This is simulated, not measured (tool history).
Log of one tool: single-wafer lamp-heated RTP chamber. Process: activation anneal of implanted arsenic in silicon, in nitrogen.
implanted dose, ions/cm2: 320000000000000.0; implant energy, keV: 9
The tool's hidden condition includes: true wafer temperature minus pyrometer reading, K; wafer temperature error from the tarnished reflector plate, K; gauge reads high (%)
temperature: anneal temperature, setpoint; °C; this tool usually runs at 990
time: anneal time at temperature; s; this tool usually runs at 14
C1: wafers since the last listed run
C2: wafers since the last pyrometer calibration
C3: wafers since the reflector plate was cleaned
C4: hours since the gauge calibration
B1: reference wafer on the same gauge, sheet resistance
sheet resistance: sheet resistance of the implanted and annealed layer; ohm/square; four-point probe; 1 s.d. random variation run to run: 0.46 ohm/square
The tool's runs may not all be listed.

run 1 hour=0.0 | temperature=990 time=14 | C1=0 C2=4617 C3=2694 C4=263.8 | B1=250.05 | sheet_resistance=305.61
run 2 hour=22.0 | temperature=990 time=14 | C1=431 C2=5048 C3=3125 C4=285.8 | B1=250.02 | sheet_resistance=305.50
run 3 hour=57.8 | temperature=990 time=14 | C1=701 C2=5750 C3=3827 C4=321.6 | B1=250.18 | sheet_resistance=304.82
run 4 hour=74.3 | temperature=990 time=14 | C1=323 C2=6073 C3=4150 C4=338.1 | B1=250.02 | sheet_resistance=304.98
-- hour=97.8 pyrometer window cleaned and pyrometer calibrated
run 5 hour=100.9 | temperature=1005 time=14 | C1=364 C2=61 C3=4515 C4=364.7 | B1=249.99 | sheet_resistance=304.54
run 6 hour=126.1 | temperature=1005 time=14 | C1=493 C2=555 C3=5009 C4=389.9 | B1=250.13 | sheet_resistance=304.16
run 7 hour=142.3 | temperature=990 time=14 | C1=317 C2=873 C3=5327 C4=406.1 | B1=249.97 | sheet_resistance=307.07
run 8 hour=176.7 | temperature=990 time=14 | C1=674 C2=1547 C3=6001 C4=440.5 | B1=249.97 | sheet_resistance=306.50
run 9 hour=207.2 | temperature=990 time=14 | C1=597 C2=2145 C3=6599 C4=471.0 | B1=250.05 | sheet_resistance=306.59
run 10 hour=237.1 | temperature=990 time=14 | C1=586 C2=2731 C3=7185 C4=500.9 | B1=249.99 | sheet_resistance=306.30
run 11 hour=263.4 | temperature=990 time=14 | C1=515 C2=3247 C3=7700 C4=527.2 | B1=250.04 | sheet_resistance=306.37
-- hour=302.1 reflector plate cleaned
run 12 hour=319.8 | temperature=990 time=14 | C1=948 C2=4195 C3=346 C4=583.6 | B1=249.90 | sheet_resistance=305.58
run 13 hour=351.8 | temperature=979 time=14 | C1=627 C2=4823 C3=973 C4=615.6 | B1=250.00 | sheet_resistance=306.86
run 14 hour=371.0 | temperature=979 time=14 | C1=376 C2=5199 C3=1349 C4=634.8 | B1=249.80 | sheet_resistance=307.51
-- hour=385.6 pyrometer window cleaned and pyrometer calibrated
run 15 hour=387.5 | temperature=979 time=14 | C1=166 C2=37 C3=1516 C4=651.3 | B1=249.93 | sheet_resistance=308.84
run 16 hour=422.3 | temperature=990 time=14 | C1=682 C2=719 C3=2198 C4=686.1 | B1=249.97 | sheet_resistance=306.43
run 17 hour=452.0 | temperature=990 time=14 | C1=582 C2=1301 C3=2780 C4=715.8 | B1=249.90 | sheet_resistance=306.31
-- hour=459.9 gauge calibrated
run 18 hour=470.6 | temperature=990 time=12 | C1=364 C2=1666 C3=3145 C4=10.7 | B1=249.94 | sheet_resistance=307.58
run 19 hour=502.1 | temperature=990 time=14 | C1=617 C2=2283 C3=3762 C4=42.2 | B1=249.95 | sheet_resistance=307.08
run 20 hour=535.7 | temperature=990 time=14 | C1=658 C2=2942 C3=4421 C4=75.8 | B1=249.95 | sheet_resistance=306.66
run 21 hour=571.1 | temperature=1011 time=18 | C1=693 C2=3636 C3=5115 C4=111.2 | B1=249.94 | sheet_resistance=298.07
run 22 hour=589.7 | temperature=982 time=7 | C1=364 C2=4000 C3=5479 C4=129.8 | B1=250.08 | sheet_resistance=312.81
run 23 hour=606.2 | temperature=990 time=14 | C1=323 C2=4324 C3=5803 C4=146.3 | B1=250.13 | sheet_resistance=305.01
run 24 hour=622.1 | temperature=990 time=18 | C1=311 C2=4636 C3=6115 C4=162.2 | B1=250.07 | sheet_resistance=303.08
run 25 hour=655.3 | temperature=990 time=14 | C1=650 C2=5286 C3=6765 C4=195.4 | B1=249.95 | sheet_resistance=304.95
run 26 hour=682.5 | temperature=990 time=14 | C1=533 C2=5819 C3=7299 C4=222.6 | B1=249.88 | sheet_resistance=304.73
-- hour=696.0 pyrometer window cleaned and pyrometer calibrated
-- hour=696.6 reflector plate cleaned
run 27 hour=710.8 | temperature=1003 time=22 | C1=385 C2=277 C3=277 C4=250.9 | B1=249.91 | sheet_resistance=299.61
run 28 hour=723.2 | temperature=1001 time=14 | C1=243 C2=520 C3=520 C4=263.3 | B1=250.01 | sheet_resistance=304.11
run 29 hour=751.9 | temperature=1017 time=9 | C1=562 C2=1083 C3=1083 C4=292.0 | B1=249.99 | sheet_resistance=305.26
run 30 hour=782.9 | temperature=990 time=14 | C1=607 C2=1691 C3=1691 C4=323.0 | B1=250.09 | sheet_resistance=306.09
run 31 hour=817.3 | temperature=982 time=12 | C1=674 C2=2365 C3=2365 C4=357.4 | B1=249.86 | sheet_resistance=308.51
run 32 hour=849.0 | temperature=977 time=9 | C1=621 C2=2986 C3=2986 C4=389.1 | B1=250.20 | sheet_resistance=311.96
run 33 hour=878.7 | temperature=990 time=20 | C1=582 C2=3568 C3=3568 C4=418.8 | B1=250.03 | sheet_resistance=302.42
run 34 hour=892.0 | temperature=974 time=17 | C1=260 C2=3829 C3=3829 C4=432.1 | B1=249.97 | sheet_resistance=306.09
run 35 hour=949.1 | temperature=990 time=14 | C1=1119 C2=4948 C3=4948 C4=489.2 | B1=250.03 | sheet_resistance=305.44
run 36 hour=962.5 | temperature=1015 time=10 | C1=262 C2=5211 C3=5211 C4=502.6 | B1=250.10 | sheet_resistance=302.32
-- hour=973.6 pyrometer window cleaned and pyrometer calibrated
run 37 hour=981.2 | temperature=990 time=8 | C1=209 C2=149 C3=5421 C4=521.3 | B1=249.96 | sheet_resistance=310.60

Below, some changes in sheet resistance between adjacent runs. For each, the amount present without the hidden state too (settings, incoming material, random variation) and the amount remaining for the hidden state with gauge scatter not shared by both compared results:
Run 4 -> 5: temperature 990 -> 1005, pyrometer window cleaned and pyrometer calibrated. sheet resistance -0.44 ohm/square: hidden state +2.59, all else -3.03.
Run 20 -> 21: temperature 990 -> 1011, time 14 -> 18. sheet resistance -8.59 ohm/square: hidden state -0.68, all else -7.91.
Run 21 -> 22: temperature 1011 -> 982, time 18 -> 7. sheet resistance +14.74 ohm/square: hidden state +0.34, all else +14.40.
Run 26 -> 27: temperature 990 -> 1003, time 14 -> 22, pyrometer window cleaned and pyrometer calibrated, reflector plate cleaned. sheet resistance -5.12 ohm/square: hidden state +2.07, all else -7.19.
Run 32 -> 33: temperature 977 -> 990, time 9 -> 20. sheet resistance -9.54 ohm/square: hidden state -0.50, all else -9.04.
Run 36 -> 37: temperature 1015 -> 990, time 10 -> 8, pyrometer window cleaned and pyrometer calibrated. sheet resistance +8.28 ohm/square: hidden state +2.05, all else +6.23.
